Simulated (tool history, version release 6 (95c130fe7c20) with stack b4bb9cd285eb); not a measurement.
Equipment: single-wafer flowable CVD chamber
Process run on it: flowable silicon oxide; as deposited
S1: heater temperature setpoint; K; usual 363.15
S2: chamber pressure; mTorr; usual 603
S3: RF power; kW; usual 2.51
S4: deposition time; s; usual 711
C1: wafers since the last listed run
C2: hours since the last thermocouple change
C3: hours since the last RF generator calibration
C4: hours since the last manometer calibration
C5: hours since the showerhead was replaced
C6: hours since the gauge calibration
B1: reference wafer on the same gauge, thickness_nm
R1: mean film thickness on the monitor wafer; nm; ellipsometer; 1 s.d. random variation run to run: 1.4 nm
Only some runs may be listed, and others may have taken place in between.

run,hour,S1,S2,S3,S4,C1,C2,C3,C4,C5,C6,B1,R1
1,0,363.15,603,2.51,711,0,2823.4,1042.5,188.5,5605.8,248.1,415.555,379.171
2,30.8,363.15,603,2.51,711,121,2854.2,1073.3,219.3,5636.6,278.9,414.945,381.161
3,76.6,363.15,603,2.51,711,181,2900,1119.1,265.1,5682.4,324.7,414.872,380.046
4,132.1,363.15,603,2.51,711,219,2955.5,1174.6,320.6,5737.9,380.2,415.45,377.987
5,159.4,363.15,603,2.51,711,107,2982.8,1201.9,347.9,5765.2,407.5,415.133,374.573
6,216.1,363.15,603,2.51,711,224,3039.5,1258.6,404.6,5821.9,464.2,414.868,375.623
7,249.6,363.15,603,2.51,711,132,3073,1292.1,438.1,5855.4,497.7,415.575,375.849
# hour 309.4: thermocouple changed; heater temperature recalibrated
8,309.9,363.15,603,2.51,711,206,0.5,1352.4,498.4,5915.7,558,415.291,417.397
# hour 391.4: RF generator calibrated
9,468.2,363.15,572,2.51,711,594,158.8,76.8,656.7,6074,716.3,414.787,392.682
10,533.6,363.15,572,2.51,711,258,224.2,142.2,722.1,6139.4,781.7,415.18,392.976
11,601,357.15,603,2.51,711,266,291.6,209.6,789.5,6206.8,849.1,415.071,485.721
12,665,363.15,603,2.51,711,252,355.6,273.6,853.5,6270.8,913.1,415.969,413.295
13,732.3,377.15,555,2.16,711,265,422.9,340.9,920.8,6338.1,980.4,415.084,248.159
14,800.1,363.15,699,2.065,711,267,490.7,408.7,988.6,6405.9,1048.2,414.651,471.624
# hour 800.4: gauge calibrated
# hour 846: capacitance manometer re-zeroed and calibrated
15,867.2,363.15,603,2.51,769,233,557.8,475.8,21.2,6473,66.8,415.587,448.367
16,905.6,373.15,515,2.51,835,151,596.2,514.2,59.6,6511.4,105.2,414.401,310.337
17,933.8,357.15,603,2.51,711,111,624.4,542.4,87.8,6539.6,133.4,414.731,483.209
# hour 965.2: showerhead replaced
18,965.7,356.15,656,2.7,711,94,656.3,574.3,119.7,0.5,165.3,415.261,545.261
19,1005.7,363.15,603,2.51,711,158,696.3,614.3,159.7,40.5,205.3,415.239,411.388
20,1037.4,352.15,603,2.83,586,125,728,646,191.4,72.2,237,414.699,459.517
21,1064.5,369.15,603,2.51,574,107,755.1,673.1,218.5,99.3,264.1,415.137,281.024
22,1115.6,367.15,603,2.915,770,201,806.2,724.2,269.6,150.4,315.2,414.418,401.05
23,1175.7,358.15,729,2.84,634,237,866.3,784.3,329.7,210.5,375.3,414.975,513.174
24,1219,363.15,603,2.51,711,171,909.6,827.6,373,253.8,418.6,415.414,411.964
25,1245.2,363.15,717,2.34,646,103,935.8,853.8,399.2,280,444.8,414.908,442.918
26,1298.7,348.15,496,2.51,711,211,989.3,907.3,452.7,333.5,498.3,415.148,499.946
27,1331.7,363.15,603,2.975,772,130,1022.3,940.3,485.7,366.5,531.3,415.226,453.049

Alternative continuations, all from the tool just after run 27; predict every row:
A,1332.3,363.15,603,2.51,711,2,1022.9,940.9,486.3,367.1,531.9,?,?
B,1332.3,351.15,603,2.51,771,2,1022.9,940.9,486.3,367.1,531.9,?,?
C,1332.3,363.15,563,2.51,711,2,1022.9,940.9,486.3,367.1,531.9,?,?
D,1332.3,363.15,504,2.655,841,2,1022.9,940.9,486.3,367.1,531.9,?,?
E,1332.3,363.15,654,2.51,648,2,1022.9,940.9,486.3,367.1,531.9,?,?

run,B1,R1
A,415.752,410.651
B,415.752,610.915
C,415.752,383.528
D,415.752,409.709
E,415.752,405.694
The same runs, with their run-to-run variation unchanged, on a tool lacking any hidden condition would have given:
run,R1
A,415.002
B,615.751
C,387.592
D,414.05
E,409.992

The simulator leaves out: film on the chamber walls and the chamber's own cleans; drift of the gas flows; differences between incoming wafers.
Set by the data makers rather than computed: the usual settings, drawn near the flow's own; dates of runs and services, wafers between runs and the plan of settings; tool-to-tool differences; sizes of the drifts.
